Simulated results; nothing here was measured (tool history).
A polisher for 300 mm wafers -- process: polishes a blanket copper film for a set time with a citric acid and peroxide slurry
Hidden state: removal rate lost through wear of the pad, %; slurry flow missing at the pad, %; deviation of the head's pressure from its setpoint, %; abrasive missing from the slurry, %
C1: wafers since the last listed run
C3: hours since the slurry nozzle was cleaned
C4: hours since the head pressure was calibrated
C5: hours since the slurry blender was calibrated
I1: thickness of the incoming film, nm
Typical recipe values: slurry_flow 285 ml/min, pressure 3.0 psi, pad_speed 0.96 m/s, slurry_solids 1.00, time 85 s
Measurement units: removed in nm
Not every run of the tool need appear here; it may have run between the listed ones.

{"run": 1, "day": 0.0, "slurry_flow": 285, "pressure": 3.0, "pad_speed": 0.96, "slurry_solids": 1.0, "time": 85, "C1": 0, "wafers polished on this pad": 395, "C3": 124.6, "C4": 413.1, "C5": 137.6, "I1": 1054.7, "removed": 154.9}
{"run": 2, "day": 1.033, "slurry_flow": 285, "pressure": 3.0, "pad_speed": 0.96, "slurry_solids": 1.0, "time": 103, "C1": 209, "wafers polished on this pad": 604, "C3": 149.4, "C4": 437.9, "C5": 162.4, "I1": 1057.5, "removed": 186.1}
{"run": 3, "day": 1.796, "slurry_flow": 285, "pressure": 3.0, "pad_speed": 0.72, "slurry_solids": 0.85, "time": 85, "C1": 154, "wafers polished on this pad": 759, "C3": 167.7, "C4": 456.2, "C5": 180.7, "I1": 1080.6, "removed": 116.1}
{"run": 4, "day": 3.188, "slurry_flow": 285, "pressure": 3.0, "pad_speed": 0.72, "slurry_solids": 0.85, "time": 85, "C1": 281, "wafers polished on this pad": 1041, "C3": 201.1, "C4": 489.6, "C5": 214.1, "I1": 1072.1, "removed": 115.5}
{"run": 5, "day": 4.108, "slurry_flow": 285, "pressure": 3.0, "pad_speed": 0.96, "slurry_solids": 1.0, "time": 85, "C1": 186, "wafers polished on this pad": 1227, "C3": 223.2, "C4": 511.7, "C5": 236.2, "I1": 1066.0, "removed": 149.5}
{"day": 6.425, "done": "slurry nozzle cleaned"}
{"day": 6.975, "done": "slurry blender recalibrated"}
{"run": 6, "day": 7.75, "slurry_flow": 285, "pressure": 3.0, "pad_speed": 0.96, "slurry_solids": 1.0, "time": 91, "C1": 712, "wafers polished on this pad": 1939, "C3": 31.8, "C4": 599.1, "C5": 18.6, "I1": 1053.6, "removed": 168.2}
{"day": 8.554, "done": "worn pad replaced by a new one"}
{"run": 7, "day": 8.917, "slurry_flow": 285, "pressure": 3.0, "pad_speed": 0.96, "slurry_solids": 1.0, "time": 91, "C1": 202, "wafers polished on this pad": 73, "C3": 59.8, "C4": 627.1, "C5": 46.6, "I1": 1051.6, "removed": 166.8}
{"run": 8, "day": 9.875, "slurry_flow": 285, "pressure": 3.7, "pad_speed": 0.96, "slurry_solids": 1.0, "time": 85, "C1": 194, "wafers polished on this pad": 267, "C3": 82.8, "C4": 650.1, "C5": 69.6, "I1": 1064.6, "removed": 186.6}
{"run": 9, "day": 11.025, "slurry_flow": 375, "pressure": 3.0, "pad_speed": 0.74, "slurry_solids": 1.0, "time": 94, "C1": 232, "wafers polished on this pad": 500, "C3": 110.4, "C4": 677.7, "C5": 97.2, "I1": 1057.2, "removed": 144.9}
{"run": 10, "day": 12.525, "slurry_flow": 230, "pressure": 3.0, "pad_speed": 1.26, "slurry_solids": 1.0, "time": 114, "C1": 303, "wafers polished on this pad": 804, "C3": 146.4, "C4": 713.7, "C5": 133.2, "I1": 1069.3, "removed": 255.0}
{"run": 11, "day": 13.946, "slurry_flow": 285, "pressure": 3.0, "pad_speed": 0.96, "slurry_solids": 1.0, "time": 85, "C1": 287, "wafers polished on this pad": 1092, "C3": 180.5, "C4": 747.8, "C5": 167.3, "I1": 1070.5, "removed": 153.6}
{"run": 12, "day": 14.488, "slurry_flow": 255, "pressure": 3.0, "pad_speed": 1.12, "slurry_solids": 1.1, "time": 95, "C1": 109, "wafers polished on this pad": 1202, "C3": 193.5, "C4": 760.8, "C5": 180.3, "I1": 1082.6, "removed": 198.9}
{"run": 13, "day": 15.254, "slurry_flow": 250, "pressure": 3.0, "pad_speed": 0.96, "slurry_solids": 1.1, "time": 111, "C1": 155, "wafers polished on this pad": 1357, "C3": 211.9, "C4": 779.2, "C5": 198.7, "I1": 1073.7, "removed": 205.3}
{"run": 14, "day": 15.879, "slurry_flow": 225, "pressure": 3.0, "pad_speed": 0.96, "slurry_solids": 1.0, "time": 97, "C1": 126, "wafers polished on this pad": 1484, "C3": 226.9, "C4": 794.2, "C5": 213.7, "I1": 1051.9, "removed": 172.2}
{"day": 16.946, "done": "worn pad replaced by a new one"}
{"run": 15, "day": 17.083, "slurry_flow": 285, "pressure": 3.0, "pad_speed": 0.96, "slurry_solids": 0.85, "time": 63, "C1": 210, "wafers polished on this pad": 27, "C3": 255.8, "C4": 823.1, "C5": 242.6, "I1": 1065.2, "removed": 106.2}
{"day": 18.388, "done": "slurry nozzle cleaned"}
{"run": 16, "day": 18.408, "slurry_flow": 285, "pressure": 3.0, "pad_speed": 0.72, "slurry_solids": 0.85, "time": 85, "C1": 259, "wafers polished on this pad": 287, "C3": 0.5, "C4": 854.9, "C5": 274.4, "I1": 1091.8, "removed": 113.9}
{"run": 17, "day": 19.675, "slurry_flow": 285, "pressure": 3.0, "pad_speed": 0.96, "slurry_solids": 1.0, "time": 85, "C1": 256, "wafers polished on this pad": 544, "C3": 30.9, "C4": 885.3, "C5": 304.8, "I1": 1071.4, "removed": 142.0}
{"day": 19.833, "done": "head pressure recalibrated"}
{"day": 19.892, "done": "slurry blender recalibrated"}
{"run": 18, "day": 20.683, "slurry_flow": 285, "pressure": 3.0, "pad_speed": 0.96, "slurry_solids": 1.0, "time": 112, "C1": 175, "wafers polished on this pad": 719, "C3": 55.1, "C4": 20.4, "C5": 19.0, "I1": 1091.0, "removed": 209.5}
{"run": 19, "day": 21.888, "slurry_flow": 195, "pressure": 3.7, "pad_speed": 0.96, "slurry_solids": 1.25, "time": 113, "C1": 243, "wafers polished on this pad": 963, "C3": 84.0, "C4": 49.3, "C5": 47.9, "I1": 1070.9, "removed": 260.0}

Estimate the outcome of run 20 from the log above:
{"run": 20, "day": 22.579, "slurry_flow": 230, "pressure": 3.0, "pad_speed": 0.96, "slurry_solids": 1.0, "time": 62, "C1": 140, "wafers polished on this pad": 1103, "C3": 100.6, "C4": 65.9, "C5": 64.5, "I1": 1079.6, "removed": "?"}

removed: 114.1 nm
Were there no unlogged condition in the tool, this run, its random variation unchanged, would have produced removed 114.5 nm.
